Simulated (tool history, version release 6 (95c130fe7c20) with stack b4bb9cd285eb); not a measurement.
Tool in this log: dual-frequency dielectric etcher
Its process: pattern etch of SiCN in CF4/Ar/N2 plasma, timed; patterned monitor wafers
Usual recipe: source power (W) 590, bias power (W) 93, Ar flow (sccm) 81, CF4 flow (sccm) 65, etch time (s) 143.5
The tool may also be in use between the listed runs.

run   hour  source power (W)  bias power (W)  Ar flow (sccm)  CF4 flow (sccm)  etch time (s)  wafers since the last listed run  hours since the last wet clean  hours since the last source power generator calibration  hours since the last bias power generator calibration  hours since the last Ar flow controller change  hours since the last CF4 flow controller change  hours since the last upper electrode change  hours since the gauge calibration  read-back reference wafer on the same gauge, depth_nm  mean etch depth across the wafer (angstrom)
  1      0               590              75              92               65          143.5                                 0                           341.6                                                      4.6                                                 4625.1                                           125.6                                             28.3                                          0.5                              148.8                                                  172.2                                         1716
  2   11.3               470              93              81               65          162.5                               126                           352.9                                                     15.9                                                 4636.4                                           136.9                                             39.6                                         11.8                              160.1                                                  172.1                                         1668
  3   25.4               660              93              81               79            126                               158                             367                                                       30                                                 4650.5                                             151                                             53.7                                         25.9                              174.2                                                  171.9                                         1914
  4   53.2               730              93              81               65          143.5                               311                           394.8                                                     57.8                                                 4678.3                                           178.8                                             81.5                                         53.7                                202                                                  171.9                                         2344
     117.2  -- wet clean of the chamber
  5  121.1               590              93              81               65          143.5                               492                             3.9                                                    125.7                                                 4746.2                                           246.7                                            149.4                                        121.6                              269.9                                                  172.1                                         1877
  6  137.3               650              93              63               65            111                               181                            20.1                                                    141.9                                                 4762.4                                           262.9                                            165.6                                        137.8                              286.1                                                  172.1                                         1664
  7  157.1               470              93              81               65          143.5                               222                            39.9                                                    161.7                                                 4782.2                                           282.7                                            185.4                                        157.6                              305.9                                                  171.9                                         1468
  8  180.9               590              93              64               65          143.5                               266                            63.7                                                    185.5                                                   4806                                           306.5                                            209.2                                        181.4                              329.7                                                    172                                         1941
  9  213.2               590              93              95               50          143.5                               362                              96                                                    217.8                                                 4838.3                                           338.8                                            241.5                                        213.7                                362                                                  171.9                                         1735
 10  247.4               590              93              81               65          143.5                               383                           130.2                                                      252                                                 4872.5                                             373                                            275.7                                        247.9                              396.2                                                    172                                         1851
 11  278.5               530              93              81               65          143.5                               348                           161.3                                                    283.1                                                 4903.6                                           404.1                                            306.8                                          279                              427.3                                                  171.8                                         1649
     283.6  -- bias power generator calibrated
 12  311.7               460              93              81               65          143.5                               327                           194.5                                                    316.3                                                   28.1                                           437.3                                              340                                        312.2                              460.5                                                  171.9                                         1427

The next listed run, before its measurement:
 13  392.8               590              93              81               65          143.5                               909                           275.6                                                    397.4                                                  109.2                                           518.4                                            421.1                                        393.3                              541.6                                                      ?                                            ?

For run 13 the tool returned read-back reference wafer on the same gauge, depth_nm 171.9, mean etch depth across the wafer (angstrom) 1866.
If the tool had no hidden condition, the same run with the same run-to-run variation would have returned mean etch depth across the wafer (angstrom) 1890.
